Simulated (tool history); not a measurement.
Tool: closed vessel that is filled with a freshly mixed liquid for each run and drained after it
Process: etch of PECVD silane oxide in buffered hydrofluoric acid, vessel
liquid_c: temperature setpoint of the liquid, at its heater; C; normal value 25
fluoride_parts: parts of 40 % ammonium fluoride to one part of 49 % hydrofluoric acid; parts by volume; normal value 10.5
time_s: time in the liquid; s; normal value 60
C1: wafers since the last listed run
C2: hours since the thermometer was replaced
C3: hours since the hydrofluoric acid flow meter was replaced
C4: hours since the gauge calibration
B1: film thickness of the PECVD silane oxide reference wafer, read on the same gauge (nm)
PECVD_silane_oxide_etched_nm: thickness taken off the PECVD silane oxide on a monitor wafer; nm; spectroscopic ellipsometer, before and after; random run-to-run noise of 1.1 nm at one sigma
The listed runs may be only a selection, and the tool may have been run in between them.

Run 1, hour 0: usual settings; C1 0; C2 1087.5; C3 1402.1; C4 105.9; B1 150.03. Result: PECVD_silane_oxide_etched_nm 134.83 nm.
Run 2, hour 41.1: usual settings but liquid_c 24 C, time_s 85 s; C1 3689; C2 1128.6; C3 1443.2; C4 147; B1 150. Result: PECVD_silane_oxide_etched_nm 184 nm.
Run 3, hour 90.7: usual settings but liquid_c 24 C, time_s 85 s; C1 4452; C2 1178.2; C3 1492.8; C4 196.6; B1 150.05. Result: PECVD_silane_oxide_etched_nm 183.77 nm.
Run 4, hour 148: usual settings but liquid_c 24 C, time_s 85 s; C1 5143; C2 1235.5; C3 1550.1; C4 253.9; B1 150.01. Result: PECVD_silane_oxide_etched_nm 182.14 nm.
Run 5, hour 219.2: usual settings; C1 6391; C2 1306.7; C3 1621.3; C4 325.1; B1 149.94. Result: PECVD_silane_oxide_etched_nm 135.24 nm.
Run 6, hour 255.1: usual settings; C1 3222; C2 1342.6; C3 1657.2; C4 361; B1 150.02. Result: PECVD_silane_oxide_etched_nm 133.38 nm.
Run 7, hour 284.3: usual settings; C1 2621; C2 1371.8; C3 1686.4; C4 390.2; B1 150.01. Result: PECVD_silane_oxide_etched_nm 137.18 nm.
Run 8, hour 327.4: usual settings; C1 3869; C2 1414.9; C3 1729.5; C4 433.3; B1 150. Result: PECVD_silane_oxide_etched_nm 137.99 nm.
Run 9, hour 371.2: usual settings; C1 3932; C2 1458.7; C3 1773.3; C4 477.1; B1 150.03. Result: PECVD_silane_oxide_etched_nm 136.1 nm.
Run 10, hour 436.3: usual settings; C1 5844; C2 1523.8; C3 1838.4; C4 542.2; B1 150.03. Result: PECVD_silane_oxide_etched_nm 138.78 nm.
Run 11, hour 476.8: usual settings; C1 3635; C2 1564.3; C3 1878.9; C4 582.7; B1 149.98. Result: PECVD_silane_oxide_etched_nm 137.05 nm.
Run 12, hour 514.3: usual settings; C1 3366; C2 1601.8; C3 1916.4; C4 620.2; B1 149.96. Result: PECVD_silane_oxide_etched_nm 136.96 nm.
Run 13, hour 578.6: usual settings but liquid_c 27.5 C; C1 5772; C2 1666.1; C3 1980.7; C4 684.5; B1 150.02. Result: PECVD_silane_oxide_etched_nm 154.98 nm.
Run 14, hour 607.7: usual settings but liquid_c 27.5 C; C1 2612; C2 1695.2; C3 2009.8; C4 713.6; B1 149.98. Result: PECVD_silane_oxide_etched_nm 156.5 nm.
Run 15, hour 678.1: usual settings but liquid_c 27.5 C; C1 6319; C2 1765.6; C3 2080.2; C4 784; B1 149.99. Result: PECVD_silane_oxide_etched_nm 154.84 nm.
Run 16, hour 849.9: usual settings; C1 15422; C2 1937.4; C3 2252; C4 955.8; B1 149.96. Result: PECVD_silane_oxide_etched_nm 135.44 nm.
Run 17, hour 916.2: usual settings but liquid_c 23 C, fluoride_parts 7.5 parts by volume, time_s 80 s; C1 5951; C2 2003.7; C3 2318.3; C4 1022.1; B1 150.02. Result: PECVD_silane_oxide_etched_nm 220.25 nm.
Run 18, hour 983.2: usual settings; C1 6014; C2 2070.7; C3 2385.3; C4 1089.1; B1 149.99. Result: PECVD_silane_oxide_etched_nm 136.38 nm.
Run 19, hour 1009: usual settings but liquid_c 23.5 C, fluoride_parts 12.5 parts by volume, time_s 45 s; C1 2316; C2 2096.5; C3 2411.1; C4 1114.9; B1 149.94. Result: PECVD_silane_oxide_etched_nm 79.13 nm.
Run 20, hour 1042.6: usual settings; C1 3016; C2 2130.1; C3 2444.7; C4 1148.5; B1 150.01. Result: PECVD_silane_oxide_etched_nm 136.37 nm.
Run 21, hour 1099.9: usual settings but liquid_c 23 C, fluoride_parts 7.5 parts by volume, time_s 80 s; C1 5143; C2 2187.4; C3 2502; C4 1205.8; B1 149.98. Result: PECVD_silane_oxide_etched_nm 219.18 nm.
Run 22, hour 1143.6: usual settings but liquid_c 27.5 C, fluoride_parts 7 parts by volume, time_s 45 s; C1 3923; C2 2231.1; C3 2545.7; C4 1249.5; B1 150. Result: PECVD_silane_oxide_etched_nm 171.63 nm.
At hour 1176: gauge calibrated.
Run 23, hour 1178: usual settings but liquid_c 22.5 C, fluoride_parts 9.5 parts by volume; C1 3088; C2 2265.5; C3 2580.1; C4 2; B1 150.01. Result: PECVD_silane_oxide_etched_nm 130.7 nm.
At hour 1207.8: thermometer replaced.
Run 24, hour 1211.2: usual settings but liquid_c 30 C, fluoride_parts 8 parts by volume, time_s 45 s; C1 2890; C2 3.4; C3 2613.3; C4 35.2; B1 149.98. Result: PECVD_silane_oxide_etched_nm 170.86 nm.
At hour 1271.2: hydrofluoric acid flow meter replaced.
Run 25, hour 1276.3: usual settings; C1 5754; C2 68.5; C3 5.1; C4 100.3; B1 149.97. Result: PECVD_silane_oxide_etched_nm 136.35 nm.
Run 26, hour 1336.2: usual settings but liquid_c 23.5 C, fluoride_parts 12 parts by volume; C1 5377; C2 128.4; C3 65; C4 160.2; B1 150.03. Result: PECVD_silane_oxide_etched_nm 110.87 nm.
Run 27, hour 1420.9: usual settings but fluoride_parts 9 parts by volume; C1 7603; C2 213.1; C3 149.7; C4 244.9; B1 149.95. Result: PECVD_silane_oxide_etched_nm 152.47 nm.
Run 28, hour 1469.3: usual settings but liquid_c 27 C, time_s 35 s; C1 4344; C2 261.5; C3 198.1; C4 293.3; B1 149.97. Result: PECVD_silane_oxide_etched_nm 89.18 nm.
Run 29, hour 1501.7: usual settings but time_s 30 s; C1 2908; C2 293.9; C3 230.5; C4 325.7; B1 149.99. Result: PECVD_silane_oxide_etched_nm 67.99 nm.
Run 30, hour 1559.8: usual settings but liquid_c 23.5 C, time_s 40 s; C1 5215; C2 352; C3 288.6; C4 383.8; B1 150.01. Result: PECVD_silane_oxide_etched_nm 83.17 nm.
Run 31, hour 1620.1: usual settings but liquid_c 27.5 C, fluoride_parts 7 parts by volume; C1 5413; C2 412.3; C3 348.9; C4 444.1; B1 149.98. Result: PECVD_silane_oxide_etched_nm 227.11 nm.
Run 32, hour 1646.5: usual settings; C1 2369; C2 438.7; C3 375.3; C4 470.5; B1 149.98. Result: PECVD_silane_oxide_etched_nm 134.28 nm.

Across each entry between runs, compare the hidden state at the last listed run before it with the hidden state at the first listed run after it:
In the gap between runs 22 and 23: gauge calibrated (hour 1176)
  nothing in the hidden state changes from one run to the other
In the gap between runs 23 and 24: thermometer replaced (hour 1207.8)
  nothing in the hidden state changes from one run to the other
In the gap between runs 24 and 25: hydrofluoric acid flow meter replaced (hour 1271.2)
  nothing in the hidden state changes from one run to the other
